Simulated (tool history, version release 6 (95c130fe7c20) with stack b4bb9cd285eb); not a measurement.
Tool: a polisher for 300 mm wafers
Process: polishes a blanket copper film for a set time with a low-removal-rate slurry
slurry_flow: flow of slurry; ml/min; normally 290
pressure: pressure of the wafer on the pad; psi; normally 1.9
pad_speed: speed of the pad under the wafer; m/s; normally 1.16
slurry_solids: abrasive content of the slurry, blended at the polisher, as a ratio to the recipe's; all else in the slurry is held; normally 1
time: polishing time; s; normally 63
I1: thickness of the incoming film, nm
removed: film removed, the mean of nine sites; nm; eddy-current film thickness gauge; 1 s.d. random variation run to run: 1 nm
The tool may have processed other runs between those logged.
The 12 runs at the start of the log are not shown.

{"hour": 618.5, "done": "slurry blender recalibrated"}
{"run": 13, "hour": 637.3, "slurry_flow": 290, "pressure": 2.6, "pad_speed": 0.92, "slurry_solids": 1.2, "time": 63, "I1": 776.7, "removed": 133}
{"run": 14, "hour": 675.1, "slurry_flow": 290, "pressure": 1.9, "pad_speed": 1.36, "slurry_solids": 1, "time": 63, "I1": 795.3, "removed": 147.2}
{"run": 15, "hour": 711.0, "slurry_flow": 290, "pressure": 1.9, "pad_speed": 1.16, "slurry_solids": 1, "time": 63, "I1": 789.7, "removed": 125.4}
{"run": 16, "hour": 744.7, "slurry_flow": 290, "pressure": 1.9, "pad_speed": 1.16, "slurry_solids": 1, "time": 63, "I1": 781.1, "removed": 124.4}
{"run": 17, "hour": 800.9, "slurry_flow": 290, "pressure": 1.9, "pad_speed": 1.16, "slurry_solids": 1, "time": 63, "I1": 793.2, "removed": 122.6}
{"run": 18, "hour": 863.9, "slurry_flow": 290, "pressure": 1.9, "pad_speed": 1.16, "slurry_solids": 1, "time": 63, "I1": 776.7, "removed": 119.8}
{"hour": 918.4, "done": "worn pad replaced by a new one"}
{"run": 19, "hour": 924.8, "slurry_flow": 290, "pressure": 1.9, "pad_speed": 1.16, "slurry_solids": 1, "time": 63, "I1": 797.5, "removed": 122.2}
{"hour": 931.7, "done": "head pressure recalibrated"}
{"hour": 990.8, "done": "slurry nozzle cleaned"}
{"hour": 1038.2, "done": "slurry blender recalibrated"}
{"run": 20, "hour": 1087.7, "slurry_flow": 290, "pressure": 1.9, "pad_speed": 1.28, "slurry_solids": 1, "time": 63, "I1": 784, "removed": 146.5}
{"run": 21, "hour": 1152.3, "slurry_flow": 290, "pressure": 2.6, "pad_speed": 1.16, "slurry_solids": 1.2, "time": 63, "I1": 787.5, "removed": 179.2}
{"run": 22, "hour": 1198.5, "slurry_flow": 345, "pressure": 1.9, "pad_speed": 1.16, "slurry_solids": 1, "time": 63, "I1": 792.3, "removed": 134.8}
{"run": 23, "hour": 1253.7, "slurry_flow": 255, "pressure": 1.9, "pad_speed": 0.86, "slurry_solids": 1.1, "time": 63, "I1": 794.7, "removed": 100.6}
{"run": 24, "hour": 1306.6, "slurry_flow": 290, "pressure": 1.3, "pad_speed": 1.16, "slurry_solids": 1, "time": 63, "I1": 781.2, "removed": 101.6}
{"run": 25, "hour": 1343.8, "slurry_flow": 290, "pressure": 1.9, "pad_speed": 1.16, "slurry_solids": 1, "time": 63, "I1": 787.5, "removed": 132.7}
{"hour": 1366.6, "done": "worn pad replaced by a new one"}
{"hour": 1375.8, "done": "slurry nozzle cleaned"}
{"run": 26, "hour": 1395.7, "slurry_flow": 290, "pressure": 2.2, "pad_speed": 1.16, "slurry_solids": 1, "time": 51, "I1": 793.4, "removed": 119.7}
{"run": 27, "hour": 1465.1, "slurry_flow": 290, "pressure": 1.9, "pad_speed": 1.16, "slurry_solids": 0.9, "time": 63, "I1": 788, "removed": 129.6}

What will run 28 give?
{"run": 28, "hour": 1493.6, "slurry_flow": 290, "pressure": 1.9, "pad_speed": 1.48, "slurry_solids": 1, "time": 63, "I1": 796.5, "removed": "?"}

removed: 168.5 nm
With no hidden state in the tool, this same run would have given removed 171.5 nm.
